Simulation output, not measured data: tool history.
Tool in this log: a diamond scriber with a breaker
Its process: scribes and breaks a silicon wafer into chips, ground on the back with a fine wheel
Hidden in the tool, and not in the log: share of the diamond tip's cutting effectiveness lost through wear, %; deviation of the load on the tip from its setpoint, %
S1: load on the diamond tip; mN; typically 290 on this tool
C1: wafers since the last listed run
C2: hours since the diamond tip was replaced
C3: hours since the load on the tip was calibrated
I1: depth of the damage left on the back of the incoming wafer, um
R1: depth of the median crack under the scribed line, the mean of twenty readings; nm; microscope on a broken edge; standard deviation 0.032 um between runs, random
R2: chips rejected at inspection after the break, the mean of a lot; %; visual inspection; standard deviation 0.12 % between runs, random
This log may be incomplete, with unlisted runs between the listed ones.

run 1 hour=0 | S1=335 | C1=0 C2=877.1 C3=1056.3 | I1=2.3 | R1=10990 R2=2.12
run 2 hour=17.3 | S1=335 | C1=21 C2=894.4 C3=1073.6 | I1=2.42 | R1=11040 R2=2.33
run 3 hour=28.4 | S1=290 | C1=13 C2=905.5 C3=1084.7 | I1=2.72 | R1=10480 R2=2.66
run 4 hour=34.5 | S1=230 | C1=7 C2=911.6 C3=1090.8 | I1=2.47 | R1=9670 R2=3.35
run 5 hour=50 | S1=230 | C1=19 C2=927.1 C3=1106.3 | I1=2.51 | R1=9740 R2=3.84
run 6 hour=63.3 | S1=337 | C1=16 C2=940.4 C3=1119.6 | I1=2.57 | R1=11030 R2=2.23
run 7 hour=81 | S1=290 | C1=21 C2=958.1 C3=1137.3 | I1=2.39 | R1=10530 R2=1.73
run 8 hour=118.1 | S1=290 | C1=45 C2=995.2 C3=1174.4 | I1=2.28 | R1=10550 R2=1.65
run 9 hour=129.3 | S1=290 | C1=13 C2=1006.4 C3=1185.6 | I1=2.2 | R1=10470 R2=1.67
run 10 hour=140.7 | S1=290 | C1=13 C2=1017.8 C3=1197 | I1=2.77 | R1=10470 R2=2.3
run 11 hour=154.3 | S1=227 | C1=16 C2=1031.4 C3=1210.6 | I1=1.93 | R1=9700 R2=2.29
run 12 hour=168.6 | S1=227 | C1=17 C2=1045.7 C3=1224.9 | I1=2.91 | R1=9760 R2=4.58
-- hour=178.9 diamond tip replaced by a new one
run 13 hour=186.5 | S1=227 | C1=19 C2=7.6 C3=1242.8 | I1=2.21 | R1=10030 R2=2.14
run 14 hour=195.1 | S1=332 | C1=10 C2=16.2 C3=1251.4 | I1=1.93 | R1=11360 R2=2.4
run 15 hour=210 | S1=332 | C1=18 C2=31.1 C3=1266.3 | I1=2.69 | R1=11320 R2=3.61
run 16 hour=222.5 | S1=290 | C1=15 C2=43.6 C3=1278.8 | I1=1.9 | R1=10790 R2=1.58
run 17 hour=230.6 | S1=290 | C1=9 C2=51.7 C3=1286.9 | I1=2.76 | R1=10860 R2=2.74
run 18 hour=267.8 | S1=290 | C1=45 C2=88.9 C3=1324.1 | I1=1.69 | R1=10820 R2=1.34
run 19 hour=277 | S1=318 | C1=11 C2=98.1 C3=1333.3 | I1=1.51 | R1=11180 R2=1.54
run 20 hour=292.7 | S1=263 | C1=19 C2=113.8 C3=1349 | I1=2.51 | R1=10470 R2=2.35
run 21 hour=309.2 | S1=369 | C1=20 C2=130.3 C3=1365.5 | I1=2.77 | R1=11750 R2=4.79
run 22 hour=323.1 | S1=290 | C1=17 C2=144.2 C3=1379.4 | I1=2.75 | R1=10750 R2=2.88
run 23 hour=329.3 | S1=313 | C1=7 C2=150.4 C3=1385.6 | I1=1.86 | R1=11060 R2=1.73
run 24 hour=336.1 | S1=317 | C1=8 C2=157.2 C3=1392.4 | I1=1.93 | R1=11140 R2=1.84
run 25 hour=345.8 | S1=324 | C1=11 C2=166.9 C3=1402.1 | I1=2.7 | R1=11190 R2=3.03
run 26 hour=362.7 | S1=290 | C1=20 C2=183.8 C3=1419 | I1=2.82 | R1=10800 R2=2.79
run 27 hour=371.8 | S1=375 | C1=11 C2=192.9 C3=1428.1 | I1=2.88 | R1=11760 R2=4.94
-- hour=378.3 load on the tip recalibrated
run 28 hour=385.1 | S1=339 | C1=13 C2=206.2 C3=6.8 | I1=1.51 | R1=10720 R2=1.11
run 29 hour=399.6 | S1=230 | C1=17 C2=220.7 C3=21.3 | I1=2.02 | R1=9460 R2=3.11
run 30 hour=407.1 | S1=237 | C1=9 C2=228.2 C3=28.8 | I1=2.45 | R1=9560 R2=3.83
run 31 hour=419.8 | S1=334 | C1=15 C2=240.9 C3=41.5 | I1=1.6 | R1=10620 R2=1.13
run 32 hour=437.2 | S1=248 | C1=21 C2=258.3 C3=58.9 | I1=2.76 | R1=9720 R2=4.38
run 33 hour=450.6 | S1=323 | C1=16 C2=271.7 C3=72.3 | I1=2.61 | R1=10570 R2=2.18
run 34 hour=468.5 | S1=290 | C1=21 C2=289.6 C3=90.2 | I1=2.57 | R1=10180 R2=2.54
run 35 hour=479 | S1=329 | C1=12 C2=300.1 C3=100.7 | I1=1.77 | R1=10640 R2=1.18
run 36 hour=485.4 | S1=220 | C1=7 C2=306.5 C3=107.1 | I1=2.39 | R1=9350 R2=4.83
run 37 hour=498.3 | S1=290 | C1=15 C2=319.4 C3=120 | I1=2.98 | R1=10230 R2=3.27

Each row is a separate what-if for the run after 37, all from the same tool condition, not one after another. Results?
run A hour=499 | S1=233 | C1=0 C2=320.1 C3=120.7 | I1=1.88 | R1=? R2=?
run B hour=499 | S1=321 | C1=0 C2=320.1 C3=120.7 | I1=1.88 | R1=? R2=?
run C hour=499 | S1=374 | C1=0 C2=320.1 C3=120.7 | I1=1.88 | R1=? R2=?
run D hour=499 | S1=373 | C1=0 C2=320.1 C3=120.7 | I1=1.88 | R1=? R2=?

run=A R1=9500 R2=3.47
run=B R1=10540 R2=1.38
run=C R1=11140 R2=2.08
run=D R1=11130 R2=2.06
Had the tool no hidden state, the same runs would have come out as:
run=A R1=9770 R2=2.49
run=B R1=10830 R2=1.56
run=C R1=11450 R2=2.88
run=D R1=11440 R2=2.85

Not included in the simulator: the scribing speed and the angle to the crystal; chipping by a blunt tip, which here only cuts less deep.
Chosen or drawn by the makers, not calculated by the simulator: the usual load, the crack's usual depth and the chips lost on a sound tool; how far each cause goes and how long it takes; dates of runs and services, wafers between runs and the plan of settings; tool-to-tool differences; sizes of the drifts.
